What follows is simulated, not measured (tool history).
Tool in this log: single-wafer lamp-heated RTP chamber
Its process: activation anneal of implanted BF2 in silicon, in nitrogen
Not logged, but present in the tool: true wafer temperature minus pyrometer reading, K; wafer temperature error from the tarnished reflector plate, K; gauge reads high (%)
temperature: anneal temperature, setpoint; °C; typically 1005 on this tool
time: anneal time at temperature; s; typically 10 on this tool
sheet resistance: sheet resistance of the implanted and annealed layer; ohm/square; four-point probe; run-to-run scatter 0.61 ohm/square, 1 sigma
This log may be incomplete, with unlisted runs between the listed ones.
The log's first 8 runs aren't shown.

run	hour	temperature	time	wafers since the last listed run	wafers since the last pyrometer calibration	wafers since the reflector plate was cleaned	hours since the gauge calibration	read-back reference wafer on the same gauge, sheet resistance	sheet resistance
9	168.8	1017	8	382	2474	2770	564.7	339.95	286.81
10	191.0	1017	8	485	2959	3255	586.9	339.94	285.89
11	210.3	1005	10	422	3381	3677	606.2	340.02	287.64
12	226.1	1005	10	345	3727	4023	622.0	339.90	287.73
13	253.6	1005	10	601	4328	4624	649.5	339.96	287.39
14	276.4	1005	10	498	4827	5123	672.3	339.93	287.92
# hour 297.1: gauge calibrated
15	307.4	1005	10	677	5505	5801	10.3	340.04	287.46
16	324.7	1005	10	378	5883	6179	27.6	340.05	287.34
17	344.4	1005	10	430	6314	6610	47.3	340.03	286.37
18	359.8	1005	10	336	6650	6946	62.7	339.94	286.63
19	442.5	1005	10	1808	8459	8755	145.4	339.99	285.81
# hour 464.9: pyrometer window cleaned and pyrometer calibrated
# hour 478.3: reflector plate cleaned
20	478.8	1005	10	443	129	10	181.7	340.07	288.60
21	505.3	1035	12	579	708	590	208.2	340.07	281.01
22	531.3	1005	10	568	1277	1158	234.2	340.03	288.37
23	546.8	995	5	338	1616	1497	249.7	340.03	296.39
24	569.8	987	6	502	2119	2000	272.7	340.01	300.50
25	581.9	995	5	264	2383	2265	284.8	339.88	295.50
26	597.7	1013	6	345	2729	2610	300.6	339.95	289.03
27	620.5	1015	5	498	3227	3109	323.4	340.00	288.58
28	636.4	985	15	347	3575	3456	339.3	339.85	292.59
29	737.1	996	15	2201	5777	5658	440.0	340.00	285.79
30	769.8	995	5	715	6492	6373	472.7	339.95	293.52
31	793.3	977	13	513	7006	6887	496.2	339.93	296.34
# hour 804.0: pyrometer window cleaned and pyrometer calibrated
32	821.7	1005	8	446	386	7333	524.6	339.90	290.57
33	839.7	1005	13	393	780	7727	542.6	340.04	286.33

Below are 3 alternative next runs, each starting from the tool's condition after run 33. Predict each:
A	840.1	1005	5	8	788	7736	543.0	?	?
B	840.1	1034	5	8	788	7736	543.0	?	?
C	840.1	990	13	8	788	7736	543.0	?	?

run	read-back reference wafer on the same gauge, sheet resistance	sheet resistance
A	340.03	292.36
B	340.03	285.32
C	340.03	292.69
With the hidden condition removed and each run's random variation left untouched, the same runs would have given:
run	sheet resistance
A	292.76
B	285.48
C	293.28

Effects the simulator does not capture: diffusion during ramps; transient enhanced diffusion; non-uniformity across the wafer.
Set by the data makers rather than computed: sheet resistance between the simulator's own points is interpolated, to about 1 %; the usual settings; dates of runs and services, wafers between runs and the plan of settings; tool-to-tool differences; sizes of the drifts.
